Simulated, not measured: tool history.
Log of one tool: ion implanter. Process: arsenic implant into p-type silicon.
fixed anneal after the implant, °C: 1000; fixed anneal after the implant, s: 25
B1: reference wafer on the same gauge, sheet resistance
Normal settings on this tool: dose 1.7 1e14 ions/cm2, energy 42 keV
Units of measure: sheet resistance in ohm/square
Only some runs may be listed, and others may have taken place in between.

run 1 hour=0 | dose=1.54 energy=46.5 | B1=378.11 | sheet_resistance=396.32
run 2 hour=163.6 | dose=1.7 energy=42 | B1=377.98 | sheet_resistance=376.2
run 3 hour=203.4 | dose=1.7 energy=42 | B1=377.91 | sheet_resistance=376.9
-- hour=223.9 gauge calibrated
run 4 hour=295.4 | dose=1.7 energy=42 | B1=378.01 | sheet_resistance=375.6
run 5 hour=408.6 | dose=1.7 energy=42 | B1=377.97 | sheet_resistance=374.62
run 6 hour=462 | dose=1.7 energy=48.5 | B1=378.07 | sheet_resistance=365.65
run 7 hour=521.4 | dose=1.7 energy=48.5 | B1=377.94 | sheet_resistance=368.74
run 8 hour=614 | dose=1.7 energy=48.5 | B1=378.08 | sheet_resistance=365.91
run 9 hour=681.2 | dose=1.7 energy=42 | B1=377.78 | sheet_resistance=376.9
run 10 hour=778 | dose=1.7 energy=42 | B1=377.66 | sheet_resistance=373.64
-- hour=815.9 extraction supply calibrated
run 11 hour=833.1 | dose=1.7 energy=42 | B1=377.75 | sheet_resistance=375.51
-- hour=892.6 Faraday cup replaced and dose calibrated
run 12 hour=929.4 | dose=2.21 energy=42 | B1=378.17 | sheet_resistance=315.07
run 13 hour=1028.2 | dose=2.02 energy=52.5 | B1=377.75 | sheet_resistance=325.67
run 14 hour=1122.1 | dose=1.56 energy=37 | B1=377.81 | sheet_resistance=412.43
run 15 hour=1176.1 | dose=1.95 energy=53.5 | B1=377.91 | sheet_resistance=331.3
run 16 hour=1269.3 | dose=2.12 energy=33.5 | B1=377.78 | sheet_resistance=334.01
run 17 hour=1336.1 | dose=1.7 energy=42 | B1=377.83 | sheet_resistance=377.36
-- hour=1337.8 gauge calibrated
run 18 hour=1392.7 | dose=1.89 energy=42 | B1=378.2 | sheet_resistance=349.85
run 19 hour=1445.4 | dose=2.12 energy=33.5 | B1=377.89 | sheet_resistance=333.92
run 20 hour=1486.5 | dose=2.08 energy=42 | B1=378.09 | sheet_resistance=324.94
run 21 hour=1587 | dose=1.88 energy=49.5 | B1=377.95 | sheet_resistance=343.28
run 22 hour=1660.1 | dose=1.7 energy=42 | B1=377.99 | sheet_resistance=376.2
run 23 hour=1706.3 | dose=1.19 energy=42 | B1=377.99 | sheet_resistance=479.1

Consider 3 possible next runs. They are alternatives, not a sequence: every one starts from the tool as it was left by run 23. What does each give?
run A hour=1706.7 | dose=1.7 energy=42 | B1=? | sheet_resistance=?
run B hour=1706.7 | dose=1.96 energy=42 | B1=? | sheet_resistance=?
run C hour=1706.7 | dose=1.83 energy=56 | B1=? | sheet_resistance=?

run=A B1=378.01 sheet_resistance=375.54
run=B B1=378.01 sheet_resistance=339.4
run=C B1=378.01 sheet_resistance=339.98
The same runs, with their run-to-run variation unchanged, on a tool lacking any hidden condition would have given:
run=A sheet_resistance=381.85
run=B sheet_resistance=345.19
run=C sheet_resistance=345.62

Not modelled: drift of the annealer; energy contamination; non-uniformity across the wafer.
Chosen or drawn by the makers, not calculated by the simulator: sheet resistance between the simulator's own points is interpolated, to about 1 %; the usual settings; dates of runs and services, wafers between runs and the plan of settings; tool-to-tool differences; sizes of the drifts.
